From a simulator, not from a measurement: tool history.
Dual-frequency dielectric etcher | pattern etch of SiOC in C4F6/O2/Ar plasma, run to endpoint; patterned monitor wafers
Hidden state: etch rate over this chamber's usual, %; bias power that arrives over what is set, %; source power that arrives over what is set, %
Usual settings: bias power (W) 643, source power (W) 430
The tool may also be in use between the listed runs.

run,hour,bias power (W),source power (W),wafers since the last listed run,hours since the last wet clean,hours since the last bias power generator calibration,hours since the last source power generator calibration,hours since the last upper electrode change,"incoming incoming film thickness, nm",endpoint time (s)
1,0.0,643,480,0,15.2,2538.3,3978.2,3908.3,46.79,13.5
2,13.9,643,430,134,29.1,2552.2,3992.1,3922.2,47.68,14.4
3,32.1,643,430,176,47.3,2570.4,4010.3,3940.4,47.55,14.5
4,49.8,643,430,171,65.0,2588.1,4028.0,3958.1,47.41,14.5
5,85.1,643,430,342,100.3,2623.4,4063.3,3993.4,47.29,14.5
6,102.2,643,400,165,117.4,2640.5,4080.4,4010.5,47.23,14.9
7,118.9,643,400,161,134.1,2657.2,4097.1,4027.2,47.28,15.0
8,141.3,643,400,217,156.5,2679.6,4119.5,4049.6,47.00,14.9
9,176.3,643,430,339,191.5,2714.6,4154.5,4084.6,47.08,14.3
# hour 200.7: source power generator calibrated
10,201.2,643,430,202,216.4,2739.5,0.5,4109.5,47.16,14.3
11,227.4,643,470,253,242.6,2765.7,26.7,4135.7,47.56,13.9
# hour 261.2: bias power generator calibrated
12,262.7,643,430,303,277.9,1.5,62.0,4171.0,47.33,14.4
13,293.0,643,340,293,308.2,31.8,92.3,4201.3,46.66,15.9
14,314.0,643,340,203,329.2,52.8,113.3,4222.3,47.18,16.1
15,331.5,643,340,169,346.7,70.3,130.8,4239.8,47.47,16.2
16,349.6,676,430,175,364.8,88.4,148.9,4257.9,47.18,14.0
17,370.6,643,430,203,385.8,109.4,169.9,4278.9,47.36,14.4
18,392.5,523,510,212,407.7,131.3,191.8,4300.8,47.28,13.8
19,406.3,700,430,133,421.5,145.1,205.6,4314.6,47.38,13.9
# hour 435.4: upper electrode replaced
20,438.8,643,350,82,454.0,177.6,238.1,3.4,46.93,15.7
21,468.2,768,430,285,483.4,207.0,267.5,32.8,47.14,13.4
22,492.6,556,530,236,507.8,231.4,291.9,57.2,47.12,13.4
23,506.5,643,400,134,521.7,245.3,305.8,71.1,47.36,14.7
# hour 545.8: wet clean of the chamber
24,546.3,542,490,153,0.5,285.1,345.6,110.9,46.77,14.1
25,575.2,777,340,280,29.4,314.0,374.5,139.8,47.51,15.5
26,588.8,796,490,131,43.0,327.6,388.1,153.4,47.08,12.8
27,609.6,643,430,201,63.8,348.4,408.9,174.2,47.31,14.5
28,636.4,722,430,259,90.6,375.2,435.7,201.0,46.72,13.9
29,692.7,767,380,545,146.9,431.5,492.0,257.3,47.36,14.5
30,719.7,598,530,261,173.9,458.5,519.0,284.3,47.03,13.3
31,753.1,693,330,323,207.3,491.9,552.4,317.7,47.25,16.2
32,773.0,643,430,192,227.2,511.8,572.3,337.6,47.21,14.4
33,795.8,533,390,221,250.0,534.6,595.1,360.4,47.10,15.7
34,828.9,500,480,320,283.1,567.7,628.2,393.5,47.22,14.4
35,850.3,760,480,207,304.5,589.1,649.6,414.9,47.51,13.0
36,884.4,643,430,330,338.6,623.2,683.7,449.0,47.24,14.4

What the log doesn't show, run by run:
bias power that arrives over what is set, %: 0 in every run
source power that arrives over what is set, %: 0 in every run
H1: etch rate over this chamber's usual, %
run,H1
1,0.141
2,0.192
3,0.258
4,0.323
5,0.451
6,0.513
7,0.574
8,0.656
9,0.783
10,0.874
11,0.969
12,1.1
13,1.21
14,1.28
15,1.35
16,1.41
17,1.49
18,1.57
19,1.62
20,1.74
21,1.85
22,1.93
23,1.98
24,-0.0573
25,0.0479
26,0.0974
27,0.173
28,0.271
29,0.475
30,0.574
31,0.695
32,0.768
33,0.851
34,0.971
35,1.05
36,1.17
